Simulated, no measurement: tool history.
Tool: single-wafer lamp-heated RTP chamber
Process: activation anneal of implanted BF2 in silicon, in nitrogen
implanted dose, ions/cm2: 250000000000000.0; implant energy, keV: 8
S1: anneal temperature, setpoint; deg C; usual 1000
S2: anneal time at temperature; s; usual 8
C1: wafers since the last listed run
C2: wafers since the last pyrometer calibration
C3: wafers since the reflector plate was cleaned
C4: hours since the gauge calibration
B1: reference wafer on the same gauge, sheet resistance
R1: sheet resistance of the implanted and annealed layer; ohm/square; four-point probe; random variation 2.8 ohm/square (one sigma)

run	hour	S1	S2	C1	C2	C3	C4	B1	R1
1	0.0	1000	8	0	309	3956	45.6	641.69	546.87
2	24.8	980	8	306	616	4263	70.4	641.23	571.76
3	46.5	980	8	268	884	4531	92.1	641.02	565.37
4	77.8	980	8	387	1271	4918	123.4	641.40	558.79
5	91.3	1000	8	166	1438	5085	136.9	640.81	542.39
6	120.0	1000	8	354	1793	5440	165.6	640.24	533.71
7	140.9	977	8	258	2052	5699	186.5	640.61	565.68
8	185.0	977	8	545	2597	6244	230.6	641.34	563.89
9	207.1	1000	8	273	2870	6517	252.7	641.09	530.02
10	223.9	1000	8	207	3078	6725	269.5	641.57	528.89
# hour 251.5: pyrometer window cleaned and pyrometer calibrated
11	252.0	1000	8	248	6	6974	297.6	641.07	548.41
12	262.6	1000	8	131	137	7105	308.2	640.67	542.97
13	321.8	983	6	732	870	7837	367.4	640.56	567.29
# hour 334.9: gauge calibrated
# hour 348.7: reflector plate cleaned
14	349.2	1020	12	239	1110	6	14.3	641.58	507.63
15	377.6	1008	13	351	1461	357	42.7	641.15	509.86
16	407.5	988	5	369	1831	727	72.6	641.15	559.73
17	436.1	970	12	353	2184	1081	101.2	640.48	560.83
# hour 489.7: pyrometer window cleaned and pyrometer calibrated
18	508.0	1011	12	790	226	1871	173.1	640.85	516.91
19	542.4	1022	4	425	652	2296	207.5	641.28	526.17
20	578.2	977	8	442	1095	2739	243.3	640.97	565.20
21	614.6	1027	9	450	1545	3189	279.7	640.67	503.11
22	645.6	974	9	383	1928	3573	310.7	640.67	564.09

Hidden state at the last listed run before each entry between runs and at the first one after, where it differs:
Between runs 10 and 11: pyrometer window cleaned and pyrometer calibrated (hour 251.5)
  true wafer temperature minus pyrometer reading, K: 11.3 -> 0.186
  measured less the result without the state, R1: -13.66 -> -0.24 ohm/square
Between runs 13 and 14: gauge calibrated (hour 334.9); reflector plate cleaned (hour 348.7)
  true wafer temperature minus pyrometer reading, K: 3.18 -> 4.36
  measured less the result without the state, R1: -5.05 -> -4.33 ohm/square
Between runs 17 and 18: pyrometer window cleaned and pyrometer calibrated (hour 489.7)
  true wafer temperature minus pyrometer reading, K: 8.09 -> 2.49
  measured less the result without the state, R1: -14.82 -> -2.82 ohm/square

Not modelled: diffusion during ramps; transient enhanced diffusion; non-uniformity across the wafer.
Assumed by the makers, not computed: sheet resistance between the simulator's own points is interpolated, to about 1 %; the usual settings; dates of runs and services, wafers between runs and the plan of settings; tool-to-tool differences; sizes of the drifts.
